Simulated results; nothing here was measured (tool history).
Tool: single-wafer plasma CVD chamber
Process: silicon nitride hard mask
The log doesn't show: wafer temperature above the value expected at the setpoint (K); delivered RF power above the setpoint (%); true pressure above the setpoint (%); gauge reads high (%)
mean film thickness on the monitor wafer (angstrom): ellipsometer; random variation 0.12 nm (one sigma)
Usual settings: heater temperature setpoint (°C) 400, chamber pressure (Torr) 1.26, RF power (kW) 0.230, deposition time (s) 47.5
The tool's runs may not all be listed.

run     day  heater temperature setpoint (°C)  chamber pressure (Torr)  RF power (kW)  deposition time (s)  wafers since the last listed run  hours since the last thermocouple change  hours since the last RF generator calibration  hours since the last manometer calibration  hours since the showerhead was replaced  hours since the gauge calibration  read-back reference wafer on the same gauge, thickness_nm  mean film thickness on the monitor wafer (angstrom)
  1   0.000                               412                     1.26          0.230                 47.5                                 0                                     685.2                                         1403.3                                      1633.2                                   5116.6                              688.9                                                     43.079                                               394.20
      3.650  -- gauge calibrated
  2   3.946                               400                     1.13          0.230                 47.5                               992                                     779.9                                         1498.0                                      1727.9                                   5211.3                                7.1                                                     43.090                                               384.73
  3   5.454                               400                     1.13          0.230                 47.5                               379                                     816.1                                         1534.2                                      1764.1                                   5247.5                               43.3                                                     43.103                                               380.52
  4   7.250                               400                     1.13          0.230                 47.5                               451                                     859.2                                         1577.3                                      1807.2                                   5290.6                               86.4                                                     43.089                                               383.50
  5  10.950                               400                     1.26          0.230                 47.5                               930                                     948.0                                         1666.1                                      1896.0                                   5379.4                              175.2                                                     43.103                                               394.22
  6  13.300                               400                     1.26          0.230                 47.5                               591                                    1004.4                                         1722.5                                      1952.4                                   5435.8                              231.6                                                     43.093                                               396.93
  7  17.046                               400                     1.26          0.230                 47.5                               942                                    1094.3                                         1812.4                                      2042.3                                   5525.7                              321.5                                                     43.127                                               393.64
  8  19.267                               400                     1.26          0.230                 49.5                               558                                    1147.6                                         1865.7                                      2095.6                                   5579.0                              374.8                                                     43.100                                               407.79
  9  23.725                               392                     1.26          0.230                 47.5                              1121                                    1254.6                                         1972.7                                      2202.6                                   5686.0                              481.8                                                     43.115                                               394.40
     24.754  -- thermocouple changed; heater temperature recalibrated
 10  25.783                               400                     1.26          0.230                 47.5                               434                                      24.7                                         2022.1                                      2252.0                                   5735.4                              531.2                                                     43.113                                               392.55
     32.512  -- RF generator calibrated
     34.783  -- showerhead replaced
 11  34.892                               400                     1.26          0.265                 47.5                              2123                                     243.3                                           57.1                                      2470.6                                      2.6                              749.8                                                     43.088                                               443.60
     36.988  -- gauge calibrated
 12  37.121                               392                     1.26          0.230                 47.5                               560                                     296.8                                          110.6                                      2524.1                                     56.1                                3.2                                                     43.103                                               408.93
 13  39.342                               409                     1.26          0.230                 47.5                               558                                     350.1                                          163.9                                      2577.4                                    109.4                               56.5                                                     43.101                                               406.73
 14  41.717                               411                     1.26          0.230                 47.5                               597                                     407.1                                          220.9                                      2634.4                                    166.4                              113.5                                                     43.091                                               404.40
     42.967  -- capacitance manometer re-zeroed and calibrated
 15  44.708                               400                     1.26          0.230                 56.7                               668                                     478.9                                          292.7                                        41.8                                    238.2                              185.3                                                     43.119                                               484.97
 16  47.779                               400                     1.26          0.230                 40.3                               772                                     552.6                                          366.4                                       115.5                                    311.9                              259.0                                                     43.097                                               344.03
 17  50.625                               400                     1.26          0.230                 39.2                               716                                     620.9                                          434.7                                       183.8                                    380.2                              327.3                                                     43.099                                               333.06
 18  52.333                               400                     1.49          0.230                 47.5                               429                                     661.9                                          475.7                                       224.8                                    421.2                              368.3                                                     43.128                                               425.68
 19  54.271                               400                     1.26          0.230                 47.5                               487                                     708.4                                          522.2                                       271.3                                    467.7                              414.8                                                     43.087                                               403.93
 20  58.525                               400                     1.08          0.200                 50.8                              1070                                     810.5                                          624.3                                       373.4                                    569.8                              516.9                                                     43.108                                               376.85

Hidden state at the last listed run before each entry between runs and at the first one after, where it differs:
Between runs 1 and 2: gauge calibrated (day 3.650)
  delivered RF power above the setpoint (%): -5.37 -> -5.73
  measured less the result without the state, mean film thickness on the monitor wafer (angstrom): -13.24 -> -13.82
Between runs 9 and 10: thermocouple changed; heater temperature recalibrated (day 24.754)
  delivered RF power above the setpoint (%): -7.52 -> -7.71
  measured less the result without the state, mean film thickness on the monitor wafer (angstrom): -18.84 -> -19.24
Between runs 10 and 11: RF generator calibrated (day 32.512); showerhead replaced (day 34.783)
  delivered RF power above the setpoint (%): -7.71 -> -1.14
  measured less the result without the state, mean film thickness on the monitor wafer (angstrom): -19.24 -> -2.91
Between runs 11 and 12: gauge calibrated (day 36.988)
  delivered RF power above the setpoint (%): -1.14 -> -1.34
  measured less the result without the state, mean film thickness on the monitor wafer (angstrom): -2.91 -> -3.33
Between runs 14 and 15: capacitance manometer re-zeroed and calibrated (day 42.967)
  delivered RF power above the setpoint (%): -1.76 -> -2.03
  measured less the result without the state, mean film thickness on the monitor wafer (angstrom): -4.33 -> -6.00
